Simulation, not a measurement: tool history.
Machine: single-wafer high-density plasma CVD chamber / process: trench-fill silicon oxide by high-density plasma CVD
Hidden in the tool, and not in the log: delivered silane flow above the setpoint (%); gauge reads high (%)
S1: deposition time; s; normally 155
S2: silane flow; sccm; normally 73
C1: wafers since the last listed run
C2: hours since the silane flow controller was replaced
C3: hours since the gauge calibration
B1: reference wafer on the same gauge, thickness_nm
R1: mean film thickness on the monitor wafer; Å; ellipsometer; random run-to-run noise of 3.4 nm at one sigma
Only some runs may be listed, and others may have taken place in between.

run    hour   S1  S2   C1      C2     C3        B1        R1
  1     0.0  155  73    0  3177.9  391.5  1110.268  10409.95
  2    39.0  155  73  387  3216.9  430.5  1109.244  10317.75
  3    69.5  155  73  303  3247.4  461.0  1110.358  10393.06
  4   100.7  155  73  310  3278.6  492.2  1110.573  10428.18
  5   144.6  155  73  436  3322.5  536.1  1110.189  10372.87
  6   202.4  155  73  574  3380.3  593.9  1108.812  10382.92
      211.0  -- gauge calibrated
  7   252.6  168  73  499  3430.5   41.6  1109.654  11259.34
  8   308.7  155  73  557  3486.6   97.7  1109.476  10324.74
  9   339.6  155  73  307  3517.5  128.6  1110.619  10335.06
 10   382.4  155  73  425  3560.3  171.4  1110.923  10306.17
 11   422.5  155  73  398  3600.4  211.5  1109.198  10284.18
 12   449.2  155  73  265  3627.1  238.2  1109.230  10309.48
 13   476.1  155  73  267  3654.0  265.1  1110.233  10251.83
 14   513.8  178  82  374  3691.7  302.8  1111.112  12858.38
 15   584.1  155  62  698  3762.0  373.1  1111.394   9084.99
 16   655.6  155  73  710  3833.5  444.6  1109.545  10223.10
 17   697.6  177  64  417  3875.5  486.6  1110.852  10516.90
 18   760.3  155  73  623  3938.2  549.3  1111.292  10197.48
 19   828.6  155  73  679  4006.5  617.6  1108.695  10202.38
      895.0  -- gauge calibrated
 20   896.6  183  82  676  4074.5    1.6  1110.354  13155.25
      929.9  -- silane flow controller replaced
 21   949.8  155  87  449    19.9   54.8  1109.875  12652.13
 22  1014.5  140  80  643    84.6  119.5  1111.611  10721.97
 23  1073.4  141  82  585   143.5  178.4  1110.129  10968.58
 24  1115.9  131  69  422   186.0  220.9  1109.793   8952.96
 25  1149.7  155  73  336   219.8  254.7  1109.330  11034.32
 26  1193.9  124  68  439   264.0  298.9  1110.325   8360.88

5 ways to go on from here, each from the tool as it stands after run 26. What would each give?
  A  1194.3  155  73   3  264.4  299.3   ?   ?
  B  1194.3  133  73   3  264.4  299.3   ?   ?
  C  1194.3  155  85   3  264.4  299.3   ?   ?
  D  1194.3  134  73   3  264.4  299.3   ?   ?
  E  1194.3  175  64   3  264.4  299.3   ?   ?

run        B1        R1
  A  1109.803  10986.29
  B  1109.803   9426.95
  C  1109.803  12411.10
  D  1109.803   9497.83
  E  1109.803  11197.40
Had the tool no hidden state, the same runs would have come out as:
run        R1
  A  10805.50
  B   9271.81
  C  12206.85
  D   9341.53
  E  11013.12

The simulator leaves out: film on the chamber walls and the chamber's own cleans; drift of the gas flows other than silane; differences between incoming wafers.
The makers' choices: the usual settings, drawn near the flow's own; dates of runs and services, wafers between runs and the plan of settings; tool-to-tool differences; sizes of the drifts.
